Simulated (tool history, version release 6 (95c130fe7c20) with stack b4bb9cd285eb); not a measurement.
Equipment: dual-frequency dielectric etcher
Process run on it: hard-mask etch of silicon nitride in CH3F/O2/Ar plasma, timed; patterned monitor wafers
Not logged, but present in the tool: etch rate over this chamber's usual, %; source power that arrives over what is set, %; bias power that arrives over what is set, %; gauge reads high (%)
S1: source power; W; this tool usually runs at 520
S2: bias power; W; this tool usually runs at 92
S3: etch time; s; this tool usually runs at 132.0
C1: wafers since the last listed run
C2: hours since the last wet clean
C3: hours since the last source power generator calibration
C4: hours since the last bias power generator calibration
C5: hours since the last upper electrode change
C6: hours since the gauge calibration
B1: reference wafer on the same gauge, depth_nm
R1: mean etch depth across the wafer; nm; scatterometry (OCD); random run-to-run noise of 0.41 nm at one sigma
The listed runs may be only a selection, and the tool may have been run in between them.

{"run": 1, "day": 0.0, "S1": 520, "S2": 92, "S3": 132.0, "C1": 0, "C2": 398.5, "C3": 1331.3, "C4": 2878.7, "C5": 2635.3, "C6": 31.5, "B1": 110.2, "R1": 117.2}
{"run": 2, "day": 4.196, "S1": 520, "S2": 92, "S3": 132.0, "C1": 1050, "C2": 499.2, "C3": 1432.0, "C4": 2979.4, "C5": 2736.0, "C6": 132.2, "B1": 110.0, "R1": 118.3}
{"day": 7.762, "done": "wet clean of the chamber"}
{"run": 3, "day": 8.325, "S1": 520, "S2": 92, "S3": 132.0, "C1": 783, "C2": 13.5, "C3": 1531.1, "C4": 3078.5, "C5": 2835.1, "C6": 231.3, "B1": 109.9, "R1": 115.7}
{"run": 4, "day": 9.892, "S1": 520, "S2": 92, "S3": 132.0, "C1": 392, "C2": 51.1, "C3": 1568.7, "C4": 3116.1, "C5": 2872.7, "C6": 268.9, "B1": 109.9, "R1": 116.6}
{"run": 5, "day": 12.221, "S1": 520, "S2": 92, "S3": 132.0, "C1": 583, "C2": 107.0, "C3": 1624.6, "C4": 3172.0, "C5": 2928.6, "C6": 324.8, "B1": 110.0, "R1": 117.0}
{"run": 6, "day": 15.442, "S1": 490, "S2": 92, "S3": 132.0, "C1": 806, "C2": 184.3, "C3": 1701.9, "C4": 3249.3, "C5": 3005.9, "C6": 402.1, "B1": 109.9, "R1": 113.7}
{"run": 7, "day": 18.579, "S1": 520, "S2": 92, "S3": 132.0, "C1": 785, "C2": 259.6, "C3": 1777.2, "C4": 3324.6, "C5": 3081.2, "C6": 477.4, "B1": 110.0, "R1": 117.5}
{"run": 8, "day": 20.45, "S1": 520, "S2": 92, "S3": 132.0, "C1": 468, "C2": 304.5, "C3": 1822.1, "C4": 3369.5, "C5": 3126.1, "C6": 522.3, "B1": 110.0, "R1": 118.0}
{"run": 9, "day": 21.983, "S1": 460, "S2": 109, "S3": 170.5, "C1": 384, "C2": 341.3, "C3": 1858.9, "C4": 3406.3, "C5": 3162.9, "C6": 559.1, "B1": 110.1, "R1": 154.0}
{"day": 24.1, "done": "bias power generator calibrated"}
{"run": 10, "day": 26.271, "S1": 470, "S2": 80, "S3": 132.0, "C1": 1032, "C2": 444.2, "C3": 1961.8, "C4": 52.1, "C5": 3265.8, "C6": 662.0, "B1": 109.9, "R1": 106.1}
{"day": 28.017, "done": "source power generator calibrated"}
{"day": 30.746, "done": "upper electrode replaced"}
{"day": 34.379, "done": "wet clean of the chamber"}
{"day": 34.438, "done": "gauge calibrated"}
{"run": 11, "day": 38.046, "S1": 450, "S2": 99, "S3": 155.0, "C1": 2406, "C2": 88.0, "C3": 240.7, "C4": 334.7, "C5": 175.2, "C6": 86.6, "B1": 110.1, "R1": 132.6}
{"run": 12, "day": 39.775, "S1": 520, "S2": 92, "S3": 132.0, "C1": 433, "C2": 129.5, "C3": 282.2, "C4": 376.2, "C5": 216.7, "C6": 128.1, "B1": 109.8, "R1": 117.2}
{"run": 13, "day": 41.379, "S1": 450, "S2": 92, "S3": 122.0, "C1": 401, "C2": 168.0, "C3": 320.7, "C4": 414.7, "C5": 255.2, "C6": 166.6, "B1": 109.9, "R1": 101.2}
{"run": 14, "day": 43.433, "S1": 560, "S2": 75, "S3": 132.0, "C1": 514, "C2": 217.3, "C3": 370.0, "C4": 464.0, "C5": 304.5, "C6": 215.9, "B1": 109.9, "R1": 112.2}
{"run": 15, "day": 45.375, "S1": 490, "S2": 84, "S3": 155.5, "C1": 486, "C2": 263.9, "C3": 416.6, "C4": 510.6, "C5": 351.1, "C6": 262.5, "B1": 109.8, "R1": 129.9}
{"run": 16, "day": 49.829, "S1": 640, "S2": 92, "S3": 132.0, "C1": 1115, "C2": 370.8, "C3": 523.5, "C4": 617.5, "C5": 458.0, "C6": 369.4, "B1": 109.8, "R1": 129.5}

Describe how what the log doesn't record of the tool's condition differs between the last listed run preceding each entry between runs and the first listed run following it.
After run 2, before run 3: wet clean of the chamber (day 7.762)
  etch rate over this chamber's usual, %: 1.73 -> 0.0966
  measured result minus the result with no hidden state, R1: +2.0 -> +0.1 nm
After run 9, before run 10: bias power generator calibrated (day 24.100)
  etch rate over this chamber's usual, %: 1.23 -> 1.59
  measured result minus the result with no hidden state, R1: +1.9 -> +1.6 nm
After run 10, before run 11: source power generator calibrated (day 28.017); upper electrode replaced (day 30.746); wet clean of the chamber (day 34.379); gauge calibrated (day 34.438)
  etch rate over this chamber's usual, %: 1.59 -> 0.358
  measured result minus the result with no hidden state, R1: +1.6 -> +0.5 nm

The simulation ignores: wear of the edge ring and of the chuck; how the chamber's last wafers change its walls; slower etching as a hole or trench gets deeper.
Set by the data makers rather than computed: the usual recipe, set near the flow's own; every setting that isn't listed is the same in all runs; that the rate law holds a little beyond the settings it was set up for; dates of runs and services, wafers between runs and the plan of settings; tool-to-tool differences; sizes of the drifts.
